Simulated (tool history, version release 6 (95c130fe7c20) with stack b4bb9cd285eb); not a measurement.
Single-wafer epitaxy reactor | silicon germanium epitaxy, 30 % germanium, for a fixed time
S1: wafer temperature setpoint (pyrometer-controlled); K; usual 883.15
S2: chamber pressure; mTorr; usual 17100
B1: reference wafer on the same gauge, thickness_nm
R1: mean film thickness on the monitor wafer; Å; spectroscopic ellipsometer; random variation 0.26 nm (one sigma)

run,hour,S1,S2,B1,R1
1,0.0,883.15,15400,57.759,635.92
2,305.1,883.15,15400,57.693,639.31
3,397.6,883.15,15400,57.706,636.67
4,452.9,883.15,15300,57.693,633.36
5,508.7,892.15,17100,57.687,756.77
# hour 617.0: capacitance manometer re-zeroed and calibrated
6,701.5,892.15,17100,57.668,759.94
7,747.7,892.15,17100,57.718,755.00
8,796.9,886.15,17100,57.716,690.83
9,857.6,886.15,17100,57.710,684.40
# hour 879.0: showerhead replaced
10,928.3,883.15,17100,57.660,658.68
# hour 949.8: gauge calibrated
11,1017.9,883.15,17100,57.715,655.45
12,1081.1,870.15,21100,57.698,571.16
13,1140.7,887.15,19300,57.706,727.16
14,1198.2,883.15,17100,57.714,659.04
15,1234.2,889.15,15500,57.721,699.58
# hour 1258.6: pyrometer calibrated
16,1278.7,875.15,13200,57.643,531.92
17,1335.8,869.15,15300,57.715,507.01
18,1396.5,871.15,20700,57.713,572.46
19,1500.1,898.15,20700,57.688,878.77
20,1586.7,879.15,15600,57.724,596.67
21,1689.2,868.15,20100,57.720,537.74
22,1727.6,889.15,15500,57.677,695.68
23,1791.8,895.15,20900,57.697,848.36

Forecast each of these 3 alternatives for the next run:
A,1792.2,883.15,17100,?,?
B,1792.2,894.15,13700,?,?
C,1792.2,894.15,19400,?,?

run,B1,R1
A,57.649,656.12
B,57.649,731.56
C,57.649,812.90
Without the tool's hidden state the same runs would have given:
run,R1
A,656.12
B,731.56
C,812.90

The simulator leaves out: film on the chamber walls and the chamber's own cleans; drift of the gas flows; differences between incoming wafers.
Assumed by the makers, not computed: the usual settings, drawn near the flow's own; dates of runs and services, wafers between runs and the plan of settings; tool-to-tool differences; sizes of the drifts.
